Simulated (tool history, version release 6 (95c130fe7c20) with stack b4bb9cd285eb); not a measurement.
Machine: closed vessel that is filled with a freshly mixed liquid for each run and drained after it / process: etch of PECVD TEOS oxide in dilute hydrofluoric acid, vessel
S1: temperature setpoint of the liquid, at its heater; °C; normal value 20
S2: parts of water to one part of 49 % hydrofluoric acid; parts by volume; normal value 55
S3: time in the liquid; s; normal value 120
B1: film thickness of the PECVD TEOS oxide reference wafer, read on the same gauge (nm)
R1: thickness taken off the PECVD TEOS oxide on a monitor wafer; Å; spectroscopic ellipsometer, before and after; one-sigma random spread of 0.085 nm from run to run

| run | hour | S1 | S2 | S3 | B1 | R1 |
|---|---|---|---|---|---|---|
| 1 | 0 | 20 | 35 | 120 | 80.05 | 360.6 |
| 2 | 22.5 | 20 | 35 | 120 | 80.02 | 360.1 |
| 3 | 55.1 | 20 | 35 | 120 | 80.01 | 357.8 |
| 4 | 79.3 | 20 | 55 | 120 | 80 | 223.3 |
| 5 | 106.1 | 20 | 55 | 120 | 79.96 | 223.6 |
| 6 | 120 | 20 | 55 | 120 | 80 | 225.4 |
| 7 | 151.5 | 23.5 | 55 | 135 | 79.97 | 293.9 |
| 8 | 174.9 | 23.5 | 55 | 135 | 79.95 | 296 |
| 9 | 195.7 | 23.5 | 55 | 135 | 79.98 | 293.8 |
| 10 | 218 | 20 | 55 | 120 | 79.95 | 227.3 |
| 11 | 253.1 | 20 | 55 | 120 | 80.01 | 227.2 |
| 12 | 279.1 | 18 | 55 | 120 | 80.01 | 210.1 |
|  | 282.9 | gauge calibrated |
| 13 | 291.5 | 20 | 35 | 140 | 80.01 | 427.8 |
| 14 | 311.8 | 18.5 | 55 | 160 | 80.01 | 283.3 |
| 15 | 331.5 | 17 | 35 | 165 | 80.02 | 446.3 |
| 16 | 344.4 | 20 | 65 | 120 | 80 | 191.2 |
| 17 | 366.2 | 20 | 40 | 80 | 79.98 | 213.3 |
|  | 376.8 | hydrofluoric acid flow meter replaced |
| 18 | 388.5 | 17 | 45 | 185 | 80.02 | 382.5 |
| 19 | 412.4 | 22.5 | 45 | 120 | 80 | 317.3 |
|  | 434.9 | thermometer replaced |
| 20 | 445.5 | 20 | 55 | 120 | 80.03 | 216.4 |
| 21 | 474.9 | 20 | 55 | 120 | 80.01 | 216.1 |
| 22 | 491.1 | 24 | 55 | 140 | 79.94 | 297.2 |
| 23 | 521.3 | 20 | 55 | 120 | 79.95 | 216.6 |
| 24 | 533.7 | 20 | 55 | 120 | 79.99 | 215.8 |
| 25 | 560.1 | 24 | 55 | 120 | 80.01 | 255.7 |

What if the next run were any one of these 4? Each begins from the tool's condition after run 25:
| A | 560.8 | 20 | 55 | 120 | ? | ? |
| B | 560.8 | 17 | 55 | 170 | ? | ? |
| C | 560.8 | 20 | 55 | 100 | ? | ? |
| D | 560.8 | 24 | 55 | 60 | ? | ? |

| run | B1 | R1 |
|---|---|---|
| A | 80.02 | 216.9 |
| B | 80.02 | 270.3 |
| C | 80.02 | 180.7 |
| D | 80.02 | 128.1 |
The same runs, with their run-to-run variation unchanged, on a tool lacking any hidden condition would have given:
| run | R1 |
|---|---|
| A | 214.3 |
| B | 267 |
| C | 178.6 |
| D | 126.6 |
